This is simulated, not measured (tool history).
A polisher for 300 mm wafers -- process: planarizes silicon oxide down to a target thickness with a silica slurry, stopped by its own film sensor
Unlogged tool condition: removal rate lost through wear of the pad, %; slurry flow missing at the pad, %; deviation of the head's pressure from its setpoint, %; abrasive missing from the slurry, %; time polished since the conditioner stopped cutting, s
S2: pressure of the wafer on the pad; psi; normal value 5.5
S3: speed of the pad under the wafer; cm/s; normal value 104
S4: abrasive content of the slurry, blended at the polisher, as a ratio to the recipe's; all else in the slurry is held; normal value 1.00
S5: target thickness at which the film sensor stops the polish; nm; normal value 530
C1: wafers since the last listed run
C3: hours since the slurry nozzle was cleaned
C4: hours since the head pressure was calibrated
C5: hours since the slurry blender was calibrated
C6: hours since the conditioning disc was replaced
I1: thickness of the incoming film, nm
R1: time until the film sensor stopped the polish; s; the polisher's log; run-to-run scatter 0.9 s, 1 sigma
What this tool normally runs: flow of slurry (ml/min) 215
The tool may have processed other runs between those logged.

{"run": 1, "hour": 0.0, "flow of slurry (ml/min)": 215, "S2": 5.5, "S3": 104, "S4": 1.0, "S5": 530, "C1": 0, "wafers polished on this pad": 4849, "C3": 702.5, "C4": 495.5, "C5": 686.8, "C6": 283.9, "I1": 831.6, "R1": 68.3}
{"run": 2, "hour": 67.1, "flow of slurry (ml/min)": 215, "S2": 5.5, "S3": 104, "S4": 1.0, "S5": 530, "C1": 637, "wafers polished on this pad": 5487, "C3": 769.6, "C4": 562.6, "C5": 753.9, "C6": 351.0, "I1": 831.9, "R1": 69.6}
{"hour": 68.6, "done": "slurry nozzle cleaned"}
{"run": 3, "hour": 147.3, "flow of slurry (ml/min)": 215, "S2": 5.5, "S3": 104, "S4": 1.0, "S5": 530, "C1": 752, "wafers polished on this pad": 6240, "C3": 78.7, "C4": 642.8, "C5": 834.1, "C6": 431.2, "I1": 829.3, "R1": 67.4}
{"hour": 154.3, "done": "slurry blender recalibrated"}
{"hour": 227.2, "done": "worn pad replaced by a new one"}
{"hour": 295.2, "done": "head pressure recalibrated"}
{"hour": 430.5, "done": "conditioning disc replaced and pad reconditioned"}
{"run": 4, "hour": 457.1, "flow of slurry (ml/min)": 275, "S2": 6.3, "S3": 104, "S4": 1.0, "S5": 530, "C1": 2849, "wafers polished on this pad": 2146, "C3": 388.5, "C4": 161.9, "C5": 302.8, "C6": 26.6, "I1": 836.2, "R1": 63.3}
{"run": 5, "hour": 557.9, "flow of slurry (ml/min)": 260, "S2": 5.5, "S3": 104, "S4": 1.15, "S5": 530, "C1": 957, "wafers polished on this pad": 3104, "C3": 489.3, "C4": 262.7, "C5": 403.6, "C6": 127.4, "I1": 848.5, "R1": 66.9}
{"run": 6, "hour": 632.8, "flow of slurry (ml/min)": 215, "S2": 5.5, "S3": 104, "S4": 0.85, "S5": 530, "C1": 711, "wafers polished on this pad": 3816, "C3": 564.2, "C4": 337.6, "C5": 478.5, "C6": 202.3, "I1": 833.9, "R1": 75.4}
{"run": 7, "hour": 734.4, "flow of slurry (ml/min)": 245, "S2": 5.5, "S3": 138, "S4": 0.9, "S5": 469, "C1": 965, "wafers polished on this pad": 4781, "C3": 665.8, "C4": 439.2, "C5": 580.1, "C6": 303.9, "I1": 828.0, "R1": 71.6}
{"run": 8, "hour": 784.3, "flow of slurry (ml/min)": 215, "S2": 5.5, "S3": 124, "S4": 0.7, "S5": 435, "C1": 474, "wafers polished on this pad": 5255, "C3": 715.7, "C4": 489.1, "C5": 630.0, "C6": 353.8, "I1": 822.4, "R1": 93.7}
{"run": 9, "hour": 863.1, "flow of slurry (ml/min)": 215, "S2": 4.3, "S3": 104, "S4": 1.0, "S5": 581, "C1": 748, "wafers polished on this pad": 6004, "C3": 794.5, "C4": 567.9, "C5": 708.8, "C6": 432.6, "I1": 833.9, "R1": 68.1}
{"hour": 879.9, "done": "slurry blender recalibrated"}
{"hour": 880.7, "done": "slurry nozzle cleaned"}
{"run": 10, "hour": 899.7, "flow of slurry (ml/min)": 215, "S2": 5.5, "S3": 104, "S4": 1.25, "S5": 530, "C1": 321, "wafers polished on this pad": 6326, "C3": 19.0, "C4": 604.5, "C5": 19.8, "C6": 469.2, "I1": 835.0, "R1": 64.2}
{"run": 11, "hour": 949.9, "flow of slurry (ml/min)": 215, "S2": 3.9, "S3": 114, "S4": 1.0, "S5": 560, "C1": 477, "wafers polished on this pad": 6803, "C3": 69.2, "C4": 654.7, "C5": 70.0, "C6": 519.4, "I1": 821.0, "R1": 70.0}
{"run": 12, "hour": 1006.6, "flow of slurry (ml/min)": 185, "S2": 6.3, "S3": 92, "S4": 1.0, "S5": 453, "C1": 538, "wafers polished on this pad": 7342, "C3": 125.9, "C4": 711.4, "C5": 126.7, "C6": 576.1, "I1": 832.6, "R1": 85.4}
{"hour": 1012.5, "done": "head pressure recalibrated"}
{"hour": 1018.3, "done": "worn pad replaced by a new one"}
{"run": 13, "hour": 1062.6, "flow of slurry (ml/min)": 215, "S2": 3.8, "S3": 138, "S4": 1.2, "S5": 530, "C1": 475, "wafers polished on this pad": 420, "C3": 181.9, "C4": 50.1, "C5": 182.7, "C6": 632.1, "I1": 818.8, "R1": 62.9}
{"run": 14, "hour": 1155.7, "flow of slurry (ml/min)": 215, "S2": 5.5, "S3": 104, "S4": 1.0, "S5": 530, "C1": 884, "wafers polished on this pad": 1305, "C3": 275.0, "C4": 143.2, "C5": 275.8, "C6": 725.2, "I1": 832.6, "R1": 67.9}
{"hour": 1217.3, "done": "conditioning disc replaced and pad reconditioned"}
{"run": 15, "hour": 1334.3, "flow of slurry (ml/min)": 270, "S2": 7.2, "S3": 104, "S4": 0.8, "S5": 456, "C1": 1678, "wafers polished on this pad": 2983, "C3": 453.6, "C4": 321.8, "C5": 454.4, "C6": 117.0, "I1": 816.4, "R1": 75.9}
{"run": 16, "hour": 1540.0, "flow of slurry (ml/min)": 250, "S2": 7.0, "S3": 122, "S4": 1.0, "S5": 489, "C1": 1954, "wafers polished on this pad": 4938, "C3": 659.3, "C4": 527.5, "C5": 660.1, "C6": 322.7, "I1": 823.7, "R1": 58.0}

What does the tool deliver on the next run?
{"run": 17, "hour": 1579.7, "flow of slurry (ml/min)": 260, "S2": 5.5, "S3": 104, "S4": 1.0, "S5": 530, "C1": 377, "wafers polished on this pad": 5315, "C3": 699.0, "C4": 567.2, "C5": 699.8, "C6": 362.4, "I1": 822.5, "R1": "?"}

R1: 65.5 s
With no hidden state in the tool, this same run would have given R1 65.5 s.
